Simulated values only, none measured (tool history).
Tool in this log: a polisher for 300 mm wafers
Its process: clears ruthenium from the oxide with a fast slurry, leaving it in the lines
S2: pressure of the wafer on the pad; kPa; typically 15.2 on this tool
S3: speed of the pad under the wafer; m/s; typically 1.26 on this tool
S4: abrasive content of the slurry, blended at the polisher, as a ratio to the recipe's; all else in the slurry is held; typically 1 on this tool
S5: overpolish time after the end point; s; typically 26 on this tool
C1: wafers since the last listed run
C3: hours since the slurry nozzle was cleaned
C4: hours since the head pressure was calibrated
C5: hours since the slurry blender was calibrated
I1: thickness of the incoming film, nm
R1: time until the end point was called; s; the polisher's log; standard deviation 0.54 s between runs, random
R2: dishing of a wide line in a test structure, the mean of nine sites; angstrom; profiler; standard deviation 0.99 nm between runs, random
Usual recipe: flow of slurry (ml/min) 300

{"run": 1, "hour": 0.0, "flow of slurry (ml/min)": 300, "S2": 15.2, "S3": 1.26, "S4": 1, "S5": 26, "C1": 0, "wafers polished on this pad": 584, "C3": 204.1, "C4": 1227.1, "C5": 356.6, "I1": 284.7, "R1": 78.7, "R2": 635}
{"run": 2, "hour": 10.1, "flow of slurry (ml/min)": 300, "S2": 15.2, "S3": 1.26, "S4": 1, "S5": 26, "C1": 90, "wafers polished on this pad": 674, "C3": 214.2, "C4": 1237.2, "C5": 366.7, "I1": 279.9, "R1": 78.6, "R2": 622}
{"hour": 14.7, "done": "worn pad replaced by a new one"}
{"run": 3, "hour": 27.0, "flow of slurry (ml/min)": 300, "S2": 15.2, "S3": 1.26, "S4": 1, "S5": 26, "C1": 115, "wafers polished on this pad": 109, "C3": 231.1, "C4": 1254.1, "C5": 383.6, "I1": 277.3, "R1": 74.1, "R2": 645}
{"run": 4, "hour": 44.8, "flow of slurry (ml/min)": 300, "S2": 15.2, "S3": 1.26, "S4": 1, "S5": 26, "C1": 158, "wafers polished on this pad": 268, "C3": 248.9, "C4": 1271.9, "C5": 401.4, "I1": 279.2, "R1": 77.2, "R2": 632}
{"run": 5, "hour": 53.4, "flow of slurry (ml/min)": 300, "S2": 15.2, "S3": 1.26, "S4": 1.2, "S5": 26, "C1": 76, "wafers polished on this pad": 345, "C3": 257.5, "C4": 1280.5, "C5": 410, "I1": 278.4, "R1": 71.8, "R2": 657}
{"run": 6, "hour": 67.1, "flow of slurry (ml/min)": 300, "S2": 15.2, "S3": 1.26, "S4": 1, "S5": 26, "C1": 122, "wafers polished on this pad": 467, "C3": 271.2, "C4": 1294.2, "C5": 423.7, "I1": 273.9, "R1": 76.6, "R2": 638}
{"run": 7, "hour": 84.8, "flow of slurry (ml/min)": 300, "S2": 15.2, "S3": 1.26, "S4": 1, "S5": 26, "C1": 157, "wafers polished on this pad": 625, "C3": 288.9, "C4": 1311.9, "C5": 441.4, "I1": 274.2, "R1": 77.6, "R2": 622}
{"hour": 95.5, "done": "slurry nozzle cleaned"}
{"hour": 98.5, "done": "worn pad replaced by a new one"}
{"run": 8, "hour": 102.4, "flow of slurry (ml/min)": 300, "S2": 15.2, "S3": 1.26, "S4": 0.8, "S5": 26, "C1": 121, "wafers polished on this pad": 34, "C3": 6.9, "C4": 1329.5, "C5": 459, "I1": 282.8, "R1": 81.6, "R2": 616}
{"run": 9, "hour": 113.5, "flow of slurry (ml/min)": 300, "S2": 12.4, "S3": 1.26, "S4": 0.9, "S5": 26, "C1": 98, "wafers polished on this pad": 133, "C3": 18, "C4": 1340.6, "C5": 470.1, "I1": 280.8, "R1": 94.3, "R2": 569}
{"run": 10, "hour": 121.1, "flow of slurry (ml/min)": 300, "S2": 15.2, "S3": 1.42, "S4": 1, "S5": 26, "C1": 67, "wafers polished on this pad": 201, "C3": 25.6, "C4": 1348.2, "C5": 477.7, "I1": 282.1, "R1": 68.9, "R2": 687}
{"run": 11, "hour": 128.5, "flow of slurry (ml/min)": 300, "S2": 15.2, "S3": 1.26, "S4": 1.1, "S5": 20, "C1": 65, "wafers polished on this pad": 267, "C3": 33, "C4": 1355.6, "C5": 485.1, "I1": 281, "R1": 74.6, "R2": 528}
{"hour": 133.1, "done": "slurry blender recalibrated"}
{"run": 12, "hour": 136.1, "flow of slurry (ml/min)": 300, "S2": 20, "S3": 0.84, "S4": 1.3, "S5": 26, "C1": 49, "wafers polished on this pad": 317, "C3": 40.6, "C4": 1363.2, "C5": 3, "I1": 280.9, "R1": 71.7, "R2": 656}
{"hour": 149.7, "done": "head pressure recalibrated"}
{"run": 13, "hour": 151.3, "flow of slurry (ml/min)": 300, "S2": 15.2, "S3": 1.12, "S4": 1, "S5": 26, "C1": 117, "wafers polished on this pad": 434, "C3": 55.8, "C4": 1.6, "C5": 18.2, "I1": 280.3, "R1": 76.9, "R2": 640}
{"run": 14, "hour": 167.0, "flow of slurry (ml/min)": 240, "S2": 15.2, "S3": 1.26, "S4": 1, "S5": 20, "C1": 139, "wafers polished on this pad": 574, "C3": 71.5, "C4": 17.3, "C5": 33.9, "I1": 279.1, "R1": 71.6, "R2": 566}
{"run": 15, "hour": 176.7, "flow of slurry (ml/min)": 300, "S2": 15.2, "S3": 1.26, "S4": 1, "S5": 26, "C1": 86, "wafers polished on this pad": 661, "C3": 81.2, "C4": 27, "C5": 43.6, "I1": 282.6, "R1": 71.1, "R2": 697}
{"hour": 189.7, "done": "worn pad replaced by a new one"}
{"run": 16, "hour": 190.2, "flow of slurry (ml/min)": 300, "S2": 15.2, "S3": 1.26, "S4": 1, "S5": 37, "C1": 84, "wafers polished on this pad": 4, "C3": 94.7, "C4": 40.5, "C5": 57.1, "I1": 278.8, "R1": 65.7, "R2": 871}

Here are 4 independent what-if runs from the current tool condition. What would each one return?
{"run": "A", "hour": 190.6, "flow of slurry (ml/min)": 300, "S2": 15.2, "S3": 1.26, "S4": 1, "S5": 26, "C1": 3, "wafers polished on this pad": 7, "C3": 95.1, "C4": 40.9, "C5": 57.5, "I1": 280.9, "R1": "?", "R2": "?"}
{"run": "B", "hour": 190.6, "flow of slurry (ml/min)": 300, "S2": 17.2, "S3": 1.26, "S4": 1.2, "S5": 26, "C1": 3, "wafers polished on this pad": 7, "C3": 95.1, "C4": 40.9, "C5": 57.5, "I1": 280.9, "R1": "?", "R2": "?"}
{"run": "C", "hour": 190.6, "flow of slurry (ml/min)": 260, "S2": 11, "S3": 1.26, "S4": 1.15, "S5": 26, "C1": 3, "wafers polished on this pad": 7, "C3": 95.1, "C4": 40.9, "C5": 57.5, "I1": 280.9, "R1": "?", "R2": "?"}
{"run": "D", "hour": 190.6, "flow of slurry (ml/min)": 300, "S2": 17.9, "S3": 1.26, "S4": 1, "S5": 26, "C1": 3, "wafers polished on this pad": 7, "C3": 95.1, "C4": 40.9, "C5": 57.5, "I1": 280.9, "R1": "?", "R2": "?"}

run=A R1=65.2 R2=712
run=B R1=54.6 R2=795
run=C R1=83.4 R2=601
run=D R1=56 R2=783
Take away the tool's hidden state, keep each run's random variation, and the runs would have read:
run=A R1=61.5 R2=739
run=B R1=51.7 R2=820
run=C R1=79 R2=625
run=D R1=52.9 R2=810
